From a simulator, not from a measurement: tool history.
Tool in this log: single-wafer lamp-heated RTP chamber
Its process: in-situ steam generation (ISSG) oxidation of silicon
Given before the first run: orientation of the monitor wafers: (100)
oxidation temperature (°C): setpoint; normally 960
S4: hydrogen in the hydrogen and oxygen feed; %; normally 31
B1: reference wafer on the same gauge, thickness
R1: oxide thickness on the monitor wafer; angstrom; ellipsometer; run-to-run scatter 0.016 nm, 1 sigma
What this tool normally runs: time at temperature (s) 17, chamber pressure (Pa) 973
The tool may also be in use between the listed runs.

Run 1, hour 0.0: usual settings; B1 3.970. Result: R1 50.68 angstrom.
Run 2, hour 38.4: usual settings; B1 3.970. Result: R1 50.71 angstrom.
Run 3, hour 47.3: usual settings; B1 3.973. Result: R1 50.43 angstrom.
Run 4, hour 57.7: usual settings; B1 3.971. Result: R1 50.86 angstrom.
Run 5, hour 70.3: usual settings; B1 3.970. Result: R1 50.68 angstrom.
At hour 78.9: pyrometer window cleaned and pyrometer calibrated.
Run 6, hour 81.5: usual settings; B1 3.968. Result: R1 49.12 angstrom.
Run 7, hour 98.5: usual settings; B1 3.970. Result: R1 49.08 angstrom.
Run 8, hour 110.2: usual settings but S4 32 %; B1 3.967. Result: R1 49.43 angstrom.
Run 9, hour 122.2: usual settings but oxidation temperature (°C) 945, time at temperature (s) 21; B1 3.971. Result: R1 51.36 angstrom.
At hour 122.9: gauge calibrated.
At hour 131.2: hydrogen flow controller replaced.
Run 10, hour 131.7: usual settings but time at temperature (s) 20, chamber pressure (Pa) 1093; B1 3.970. Result: R1 52.64 angstrom.
At hour 146.4: pressure gauge zeroed.
Run 11, hour 146.9: usual settings; B1 3.969. Result: R1 49.18 angstrom.
Run 12, hour 163.8: usual settings but chamber pressure (Pa) 920, S4 32 %; B1 3.970. Result: R1 50.05 angstrom.
Run 13, hour 178.4: usual settings but oxidation temperature (°C) 974; B1 3.968. Result: R1 51.82 angstrom.
Run 14, hour 193.1: usual settings but chamber pressure (Pa) 1133, S4 32 %; B1 3.969. Result: R1 49.78 angstrom.
Run 15, hour 210.7: usual settings; B1 3.969. Result: R1 49.78 angstrom.

Each row is a separate what-if for the run after 15, all from the same tool condition, not one after another. Results?
Run A, hour 211.1: usual settings but oxidation temperature (°C) 966; B1 ?. Result: R1 ?.
Run B, hour 211.1: usual settings but time at temperature (s) 23, chamber pressure (Pa) 1040; B1 ?. Result: R1 ?.
Run C, hour 211.1: usual settings but oxidation temperature (°C) 970, time at temperature (s) 21, chamber pressure (Pa) 920; B1 ?. Result: R1 ?.
Run D, hour 211.1: usual settings but time at temperature (s) 11, chamber pressure (Pa) 1080; B1 ?. Result: R1 ?.
Run E, hour 211.1: usual settings but chamber pressure (Pa) 1080, S4 22 %; B1 ?. Result: R1 ?.

run     B1     R1
  A  3.971  50.58
  B  3.971  56.05
  C  3.971  55.88
  D  3.971  41.91
  E  3.971  45.27
Had the tool no hidden state, the same runs would have come out as:
run     R1
  A  49.82
  B  55.15
  C  54.96
  D  41.41
  E  44.63

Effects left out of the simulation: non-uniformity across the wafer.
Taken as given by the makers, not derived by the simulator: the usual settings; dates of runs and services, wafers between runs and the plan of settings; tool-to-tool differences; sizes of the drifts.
